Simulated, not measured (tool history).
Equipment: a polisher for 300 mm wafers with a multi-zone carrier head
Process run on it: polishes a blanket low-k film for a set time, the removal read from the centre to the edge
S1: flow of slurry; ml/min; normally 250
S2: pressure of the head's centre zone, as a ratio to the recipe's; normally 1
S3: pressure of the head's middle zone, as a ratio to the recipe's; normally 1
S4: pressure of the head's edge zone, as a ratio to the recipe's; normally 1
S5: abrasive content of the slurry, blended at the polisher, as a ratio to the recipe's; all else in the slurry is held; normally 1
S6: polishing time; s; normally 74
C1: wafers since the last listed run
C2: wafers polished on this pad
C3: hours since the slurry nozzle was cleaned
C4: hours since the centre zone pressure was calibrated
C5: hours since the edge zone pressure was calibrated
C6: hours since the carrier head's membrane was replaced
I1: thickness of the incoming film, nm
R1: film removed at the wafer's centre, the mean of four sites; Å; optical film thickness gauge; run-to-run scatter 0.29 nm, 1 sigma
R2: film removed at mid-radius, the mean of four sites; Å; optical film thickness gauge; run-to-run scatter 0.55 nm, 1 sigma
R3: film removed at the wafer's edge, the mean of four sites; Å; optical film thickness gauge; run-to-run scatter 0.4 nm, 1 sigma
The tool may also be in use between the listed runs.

run,day,S1,S2,S3,S4,S5,S6,C1,C2,C3,C4,C5,C6,I1,R1,R2,R3
1,0,250,1,1,1,1,74,0,151,622.4,637.4,315.9,1052.3,454.6,358,384,375
2,0.754,250,1,1,1,1,74,222,374,640.5,655.5,334,1070.4,454.1,359,377,383
3,2.154,250,1,1,1,1,74,413,788,674.1,689.1,367.6,1104,449.7,353,384,385
4,3.229,250,1,1,1,1,74,317,1105,699.9,714.9,393.4,1129.8,451.7,359,378,386
# day 3.871: worn pad replaced by a new one
5,5.696,250,1,1,1,1,74,679,539,759.1,774.1,452.6,1189,446.6,360,390,388
6,7.112,250,1,1,1,1,74,418,958,793.1,808.1,486.6,1223,451.3,357,378,381
# day 7.488: slurry nozzle cleaned
7,7.692,250,1,1,1,1,74,158,1117,4.9,822,500.5,1236.9,453.9,359,387,384
# day 8.196: worn pad replaced by a new one
# day 8.438: centre zone pressure recalibrated
# day 8.538: edge zone pressure recalibrated
8,8.842,250,0.91,1,1,1,74,241,141,32.5,9.7,7.3,1264.5,454.9,365,391,387
9,9.683,250,1.06,1,1,1,74,248,390,52.7,29.9,27.5,1284.7,446.9,415,385,379
10,10.892,250,0.93,1,0.95,1,74,357,747,81.7,58.9,56.5,1313.7,453.5,357,383,375
11,11.996,250,0.91,1.1,1,1,74,326,1074,108.2,85.4,83,1340.2,447.3,352,412,386
# day 12.371: worn pad replaced by a new one
12,13.283,250,1,1,1,1,74,331,269,139.1,116.3,113.9,1371.1,446.3,384,374,382
13,14.129,250,1.11,1,1,1,74,250,519,159.4,136.6,134.2,1391.4,456.6,424,379,390
# day 14.633: carrier head's membrane replaced by a new one
14,15.554,285,0.88,1,1,0.7,74,359,879,193.6,170.8,168.4,22.1,444.3,296,332,335
# day 16.717: worn pad replaced by a new one
15,17.021,250,1,1,1,1,74,384,90,228.8,206,203.6,57.3,447.4,375,391,389
16,18.042,330,1,1,1,1,49,301,391,253.3,230.5,228.1,81.8,450,255,264,254

The next listed run, before its measurement:
17,19.096,250,1,1,1,1.3,74,311,703,278.6,255.8,253.4,107.1,441.8,?,?,?

R1: 409 Å
R2: 412 Å
R3: 421 Å
Without the tool's hidden state the same run would have given R1 432 Å, R2 412 Å, R3 421 Å.

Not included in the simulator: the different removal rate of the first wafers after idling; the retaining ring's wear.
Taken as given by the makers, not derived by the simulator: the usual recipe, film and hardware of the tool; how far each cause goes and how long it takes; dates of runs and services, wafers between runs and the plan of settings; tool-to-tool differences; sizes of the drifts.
